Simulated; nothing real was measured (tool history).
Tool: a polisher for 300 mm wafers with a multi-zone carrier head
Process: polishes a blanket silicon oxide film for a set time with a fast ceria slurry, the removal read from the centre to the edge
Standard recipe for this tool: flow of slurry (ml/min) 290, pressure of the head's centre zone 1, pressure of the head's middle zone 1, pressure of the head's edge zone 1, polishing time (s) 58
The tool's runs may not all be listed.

run   hour  flow of slurry (ml/min)  pressure of the head's centre zone  pressure of the head's middle zone  pressure of the head's edge zone  polishing time (s)  wafers since the last listed run  wafers polished on this pad  hours since the slurry nozzle was cleaned  hours since the centre zone pressure was calibrated  hours since the edge zone pressure was calibrated  hours since the carrier head's membrane was replaced  incoming thickness of the incoming film, nm  film removed at the wafer's centre (Å)  film removed at mid-radius (Å)  film removed at the wafer's edge (Å)
  1      0                      290                                   1                                   1                                 1                  58                                 0                         1440                                        0.8                                                  700                                              106.5                                                 125.9                                       3737.1                                    9402                            8419                                  8071
      13.2  -- worn pad replaced by a new one
  2   26.1                      290                                   1                                   1                                 1                  58                               275                          161                                       26.9                                                726.1                                              132.6                                                   152                                       3721.2                                    9400                            8341                                  8339
  3   34.6                      290                                   1                                   1                                 1                  64                               105                          266                                       35.4                                                734.6                                              141.1                                                 160.5                                         3749                                   10493                            9174                                  9100
  4   52.6                      290                                   1                                   1                                 1                  58                               224                          491                                       53.4                                                752.6                                              159.1                                                 178.5                                         3733                                    9699                            8297                                  8124
  5   64.7                      255                                   1                                   1                              1.08                  49                               150                          642                                       65.5                                                764.7                                              171.2                                                 190.6                                       3740.1                                    7811                            7004                                  7246
  6   71.9                      290                                   1                                   1                                 1                  58                                89                          731                                       72.7                                                771.9                                              178.4                                                 197.8                                       3752.9                                    9466                            8562                                  8156
  7   80.3                      380                                 1.1                                1.11                              1.08                  58                               104                          836                                       81.1                                                780.3                                              186.8                                                 206.2                                       3701.2                                   10644                            9209                                  8711
  8   90.9                      290                                   1                                   1                                 1                  67                               132                          968                                       91.7                                                790.9                                              197.4                                                 216.8                                       3818.3                                   11138                            9405                                  9533
     134.2  -- centre zone pressure recalibrated
     141.1  -- worn pad replaced by a new one
  9  141.6                      290                                   1                                1.05                              1.09                  58                               557                            5                                      142.4                                                  7.4                                              248.1                                                 267.5                                       3790.7                                    8384                            8726                                  8639
 10  156.6                      200                                   1                                   1                                 1                  58                               186                          192                                      157.4                                                 22.4                                              263.1                                                 282.5                                       3761.9                                    7768                            7877                                  7928
 11  173.6                      220                                   1                                   1                                 1                  58                               211                          404                                      174.4                                                 39.4                                              280.1                                                 299.5                                         3777                                    7893                            8155                                  8067
 12  187.6                      290                                   1                                   1                                 1                  58                               174                          579                                      188.4                                                 53.4                                              294.1                                                 313.5                                       3763.2                                    8201                            8393                                  8287
 13  201.6                      290                                   1                                   1                              1.05                  58                               174                          753                                      202.4                                                 67.4                                              308.1                                                 327.5                                       3759.9                                    8372                            8135                                  8473
 14  218.1                      290                                   1                                   1                              1.06                  40                               205                          959                                      218.9                                                 83.9                                              324.6                                                   344                                       3722.9                                    5807                            5684                                  5792
 15  226.1                      290                                   1                                   1                              0.89                  58                                99                         1059                                      226.9                                                 91.9                                              332.6                                                   352                                         3762                                    8434                            8126                                  7874
 16  236.4                      245                                 0.9                                   1                              1.11                  58                               128                         1187                                      237.2                                                102.2                                              342.9                                                 362.3                                       3732.2                                    7356                            8156                                  8586
 17  252.6                      290                                1.04                                   1                              0.96                  58                               201                         1389                                      253.4                                                118.4                                              359.1                                                 378.5                                       3825.4                                    8878                            8521                                  8144
 18  266.9                      290                                   1                                   1                                 1                  58                               178                         1567                                      267.7                                                132.7                                              373.4                                                 392.8                                       3752.3                                    8429                            8316                                  8220
     273.2  -- worn pad replaced by a new one
 19  281.4                      290                                1.04                                   1                                 1                  58                               130                          102                                      282.2                                                147.2                                              387.9                                                 407.3                                       3720.1                                    8926                            8418                                  8329

What does the tool deliver on the next run?
 20  296.8                      290                                0.95                                   1                              1.12                  50                               191                          294                                      297.6                                                162.6                                              403.3                                                 422.7                                         3817                                       ?                               ?                                     ?

{"run 20": {"film removed at the wafer's centre (Å)": 7000, "film removed at mid-radius (Å)": 7200, "film removed at the wafer's edge (Å)": 7498}}
Were there no unlogged condition in the tool, this run, its random variation unchanged, would have produced film removed at the wafer's centre (Å) 7020, film removed at mid-radius (Å) 7200, film removed at the wafer's edge (Å) 7498.

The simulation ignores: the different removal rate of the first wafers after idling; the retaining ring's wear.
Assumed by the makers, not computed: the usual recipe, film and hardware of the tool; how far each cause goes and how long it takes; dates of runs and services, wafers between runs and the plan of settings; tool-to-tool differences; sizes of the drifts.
